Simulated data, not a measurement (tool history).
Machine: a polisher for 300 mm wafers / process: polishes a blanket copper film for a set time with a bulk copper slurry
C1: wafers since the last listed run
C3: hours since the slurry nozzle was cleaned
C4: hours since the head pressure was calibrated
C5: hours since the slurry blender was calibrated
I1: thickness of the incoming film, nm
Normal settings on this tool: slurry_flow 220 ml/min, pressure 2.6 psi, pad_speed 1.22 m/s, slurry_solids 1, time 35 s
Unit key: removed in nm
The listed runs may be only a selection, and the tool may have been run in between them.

run 1 hour=0 | slurry_flow=220 pressure=2.6 pad_speed=1.22 slurry_solids=1 time=38 | C1=0 wafers_polished_on_this_pad=2686 C3=13.5 C4=34.6 C5=37.1 | I1=3215.1 | removed=294
-- hour=193.9 worn pad replaced by a new one
run 2 hour=194.4 | slurry_flow=220 pressure=2.6 pad_speed=1.22 slurry_solids=1 time=38 | C1=2327 wafers_polished_on_this_pad=5 C3=207.9 C4=229 C5=231.5 | I1=3173.8 | removed=312.6
run 3 hour=249.2 | slurry_flow=220 pressure=2.6 pad_speed=1.22 slurry_solids=1 time=38 | C1=669 wafers_polished_on_this_pad=675 C3=262.7 C4=283.8 C5=286.3 | I1=3209 | removed=297.4
run 4 hour=346.7 | slurry_flow=275 pressure=2.6 pad_speed=1.22 slurry_solids=1 time=35 | C1=1191 wafers_polished_on_this_pad=1867 C3=360.2 C4=381.3 C5=383.8 | I1=3201.3 | removed=282.7
-- hour=399.8 head pressure recalibrated
run 5 hour=414.7 | slurry_flow=275 pressure=2.6 pad_speed=1.22 slurry_solids=1 time=35 | C1=806 wafers_polished_on_this_pad=2674 C3=428.2 C4=14.9 C5=451.8 | I1=3250 | removed=270.1
-- hour=454.8 slurry blender recalibrated
run 6 hour=485 | slurry_flow=220 pressure=2.6 pad_speed=1.22 slurry_solids=1 time=35 | C1=834 wafers_polished_on_this_pad=3509 C3=498.5 C4=85.2 C5=30.2 | I1=3187.4 | removed=276.2
run 7 hour=562.8 | slurry_flow=220 pressure=2.6 pad_speed=1.22 slurry_solids=1 time=35 | C1=951 wafers_polished_on_this_pad=4460 C3=576.3 C4=163 C5=108 | I1=3184.3 | removed=278.2
run 8 hour=625.8 | slurry_flow=220 pressure=2.6 pad_speed=1.22 slurry_solids=1 time=35 | C1=770 wafers_polished_on_this_pad=5230 C3=639.3 C4=226 C5=171 | I1=3272.1 | removed=269
-- hour=633.1 worn pad replaced by a new one
-- hour=694.3 slurry nozzle cleaned
run 9 hour=708.5 | slurry_flow=220 pressure=2.6 pad_speed=1.22 slurry_solids=1 time=35 | C1=949 wafers_polished_on_this_pad=909 C3=14.2 C4=308.7 C5=253.7 | I1=3172.5 | removed=278.8
-- hour=796.3 head pressure recalibrated
run 10 hour=798.4 | slurry_flow=220 pressure=2.6 pad_speed=1.22 slurry_solids=1 time=35 | C1=1074 wafers_polished_on_this_pad=1984 C3=104.1 C4=2.1 C5=343.6 | I1=3225.3 | removed=277.9
-- hour=858.5 slurry blender recalibrated
run 11 hour=863.2 | slurry_flow=220 pressure=2.6 pad_speed=0.92 slurry_solids=1 time=35 | C1=767 wafers_polished_on_this_pad=2751 C3=168.9 C4=66.9 C5=4.7 | I1=3215.2 | removed=214.7
run 12 hour=940.3 | slurry_flow=220 pressure=2.6 pad_speed=0.92 slurry_solids=1 time=35 | C1=942 wafers_polished_on_this_pad=3694 C3=246 C4=144 C5=81.8 | I1=3212 | removed=208.7
run 13 hour=1003.5 | slurry_flow=245 pressure=2.6 pad_speed=1.22 slurry_solids=1 time=35 | C1=772 wafers_polished_on_this_pad=4467 C3=309.2 C4=207.2 C5=145 | I1=3220.6 | removed=269.1
-- hour=1091 worn pad replaced by a new one
run 14 hour=1100.3 | slurry_flow=245 pressure=2.6 pad_speed=1.22 slurry_solids=1 time=35 | C1=1134 wafers_polished_on_this_pad=114 C3=406 C4=304 C5=241.8 | I1=3235.2 | removed=284.2
-- hour=1258.8 head pressure recalibrated
run 15 hour=1362.1 | slurry_flow=220 pressure=2.6 pad_speed=1.22 slurry_solids=1 time=35 | C1=3176 wafers_polished_on_this_pad=3290 C3=667.8 C4=103.3 C5=503.6 | I1=3201.6 | removed=263.2
-- hour=1379.3 slurry nozzle cleaned
-- hour=1383.7 slurry blender recalibrated
run 16 hour=1428 | slurry_flow=220 pressure=2.1 pad_speed=1.22 slurry_solids=0.9 time=45 | C1=768 wafers_polished_on_this_pad=4059 C3=48.7 C4=169.2 C5=44.3 | I1=3170 | removed=284.4
run 17 hour=1486.6 | slurry_flow=220 pressure=2.6 pad_speed=1.22 slurry_solids=1 time=35 | C1=716 wafers_polished_on_this_pad=4775 C3=107.3 C4=227.8 C5=102.9 | I1=3162.7 | removed=266.4
run 18 hour=1537.5 | slurry_flow=220 pressure=2.6 pad_speed=1.22 slurry_solids=1 time=35 | C1=622 wafers_polished_on_this_pad=5397 C3=158.2 C4=278.7 C5=153.8 | I1=3210.3 | removed=264.1
-- hour=1590.4 worn pad replaced by a new one
run 19 hour=1636.3 | slurry_flow=185 pressure=3.1 pad_speed=0.96 slurry_solids=1.2 time=35 | C1=1158 wafers_polished_on_this_pad=561 C3=257 C4=377.5 C5=252.6 | I1=3204.5 | removed=269.9
-- hour=1657.3 head pressure recalibrated
run 20 hour=1728.9 | slurry_flow=280 pressure=2.3 pad_speed=0.98 slurry_solids=1 time=30 | C1=1107 wafers_polished_on_this_pad=1668 C3=349.6 C4=71.6 C5=345.2 | I1=3207.7 | removed=168.1
run 21 hour=1835 | slurry_flow=170 pressure=2.6 pad_speed=1.22 slurry_solids=1.15 time=35 | C1=1297 wafers_polished_on_this_pad=2965 C3=455.7 C4=177.7 C5=451.3 | I1=3258.7 | removed=259.8
-- hour=1875.4 slurry blender recalibrated
run 22 hour=1902.6 | slurry_flow=220 pressure=2.6 pad_speed=1.22 slurry_solids=1 time=35 | C1=801 wafers_polished_on_this_pad=3767 C3=523.3 C4=245.3 C5=27.2 | I1=3193.1 | removed=272.2
run 23 hour=1990.6 | slurry_flow=220 pressure=2.6 pad_speed=1.22 slurry_solids=1 time=35 | C1=1075 wafers_polished_on_this_pad=4843 C3=611.3 C4=333.3 C5=115.2 | I1=3268.6 | removed=275.1
-- hour=1999.7 worn pad replaced by a new one
-- hour=2000.6 slurry nozzle cleaned
run 24 hour=2062.4 | slurry_flow=220 pressure=1.8 pad_speed=1.22 slurry_solids=1 time=35 | C1=818 wafers_polished_on_this_pad=756 C3=61.8 C4=405.1 C5=187 | I1=3221.3 | removed=198.7
run 25 hour=2108.5 | slurry_flow=240 pressure=2.6 pad_speed=1.54 slurry_solids=1 time=39 | C1=563 wafers_polished_on_this_pad=1319 C3=107.9 C4=451.2 C5=233.1 | I1=3228.7 | removed=398.7
run 26 hour=2155.5 | slurry_flow=290 pressure=2.9 pad_speed=1.22 slurry_solids=0.75 time=35 | C1=574 wafers_polished_on_this_pad=1894 C3=154.9 C4=498.2 C5=280.1 | I1=3179.6 | removed=306.6
-- hour=2168.8 head pressure recalibrated
run 27 hour=2205.3 | slurry_flow=175 pressure=2.9 pad_speed=1.22 slurry_solids=1 time=44 | C1=584 wafers_polished_on_this_pad=2478 C3=204.7 C4=36.5 C5=329.9 | I1=3246.4 | removed=365.3
run 28 hour=2302.7 | slurry_flow=220 pressure=2.6 pad_speed=1.22 slurry_solids=1.15 time=39 | C1=1190 wafers_polished_on_this_pad=3669 C3=302.1 C4=133.9 C5=427.3 | I1=3169.8 | removed=297.5

Each row is a separate what-if for the run after 28, all from the same tool condition, not one after another. Results?
run A hour=2303.1 | slurry_flow=220 pressure=2.6 pad_speed=1.22 slurry_solids=1 time=39 | C1=4 wafers_polished_on_this_pad=3674 C3=302.5 C4=134.3 C5=427.7 | I1=3213.4 | removed=?
run B hour=2303.1 | slurry_flow=160 pressure=2.6 pad_speed=1.22 slurry_solids=1 time=35 | C1=4 wafers_polished_on_this_pad=3674 C3=302.5 C4=134.3 C5=427.7 | I1=3213.4 | removed=?
run C hour=2303.1 | slurry_flow=145 pressure=3 pad_speed=1.1 slurry_solids=1 time=45 | C1=4 wafers_polished_on_this_pad=3674 C3=302.5 C4=134.3 C5=427.7 | I1=3213.4 | removed=?
run D hour=2303.1 | slurry_flow=220 pressure=2.6 pad_speed=1.22 slurry_solids=0.9 time=35 | C1=4 wafers_polished_on_this_pad=3674 C3=302.5 C4=134.3 C5=427.7 | I1=3213.4 | removed=?

run=A removed=299.6
run=B removed=260
run=C removed=343.8
run=D removed=264.9
Without the tool's unlogged condition, the same runs would have read:
run=A removed=332.2
run=B removed=288.3
run=C removed=381.2
run=D removed=293.6

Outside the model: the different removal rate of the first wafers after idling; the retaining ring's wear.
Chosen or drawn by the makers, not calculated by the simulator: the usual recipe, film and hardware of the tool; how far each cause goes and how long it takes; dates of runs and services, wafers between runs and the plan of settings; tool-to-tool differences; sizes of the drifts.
